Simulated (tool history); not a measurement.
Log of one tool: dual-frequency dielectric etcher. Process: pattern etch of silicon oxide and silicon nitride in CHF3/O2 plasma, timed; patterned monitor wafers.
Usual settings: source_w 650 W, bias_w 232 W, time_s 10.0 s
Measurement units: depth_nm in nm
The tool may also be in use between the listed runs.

run,day,source_w,bias_w,time_s,"read-back reference wafer on the same gauge, depth_nm",depth_nm
1,0.000,710,264,10.0,13.80,18.72
2,1.779,650,232,10.0,13.78,17.54
# day 4.675: wet clean of the chamber
3,5.458,650,232,10.0,13.81,17.15
4,9.800,610,232,10.0,13.80,16.71
5,11.762,610,232,10.0,13.78,16.83
6,13.446,650,232,10.0,13.83,17.60
7,16.388,650,232,10.0,13.82,17.59
# day 19.779: bias power generator calibrated
# day 19.796: upper electrode replaced
8,20.808,650,232,10.0,13.83,17.74
# day 22.683: wet clean of the chamber
# day 22.825: source power generator calibrated
9,27.100,650,232,11.0,13.79,18.79
10,29.225,590,273,10.0,13.78,16.86
11,31.275,520,193,10.0,13.80,14.72
# day 33.658: gauge calibrated
12,34.112,650,232,10.0,13.79,17.34
13,37.500,710,232,12.0,13.78,22.03
14,40.417,650,267,9.0,13.80,16.40
# day 43.046: wet clean of the chamber
15,43.067,650,288,10.0,13.79,17.85
16,45.958,730,175,12.0,13.82,20.44
17,48.542,650,232,10.0,13.80,17.26
18,50.933,770,184,11.5,13.80,20.81
19,55.154,650,232,8.5,13.77,14.77

For some of the steps in depth_nm from one run to the next: how much would appear even if the tool had no hidden state, given the settings, what came in and random variation, and how much remains for the hidden state plus any gauge scatter that the measured result and the result without hidden state don't share?
Hidden state present: etch rate over this chamber's usual, %; source power that arrives over what is set, %; bias power that arrives over what is set, %; gauge reads high (%).
Run 14 -> 15: bias_w 267 -> 288, time_s 9.0 -> 10.0, wet clean of the chamber. depth_nm +1.45 nm: hidden state -0.76, all else +2.21.
Run 18 -> 19: source_w 770 -> 650, bias_w 184 -> 232, time_s 11.5 -> 8.5. depth_nm -6.04 nm: hidden state +0.05, all else -6.09.

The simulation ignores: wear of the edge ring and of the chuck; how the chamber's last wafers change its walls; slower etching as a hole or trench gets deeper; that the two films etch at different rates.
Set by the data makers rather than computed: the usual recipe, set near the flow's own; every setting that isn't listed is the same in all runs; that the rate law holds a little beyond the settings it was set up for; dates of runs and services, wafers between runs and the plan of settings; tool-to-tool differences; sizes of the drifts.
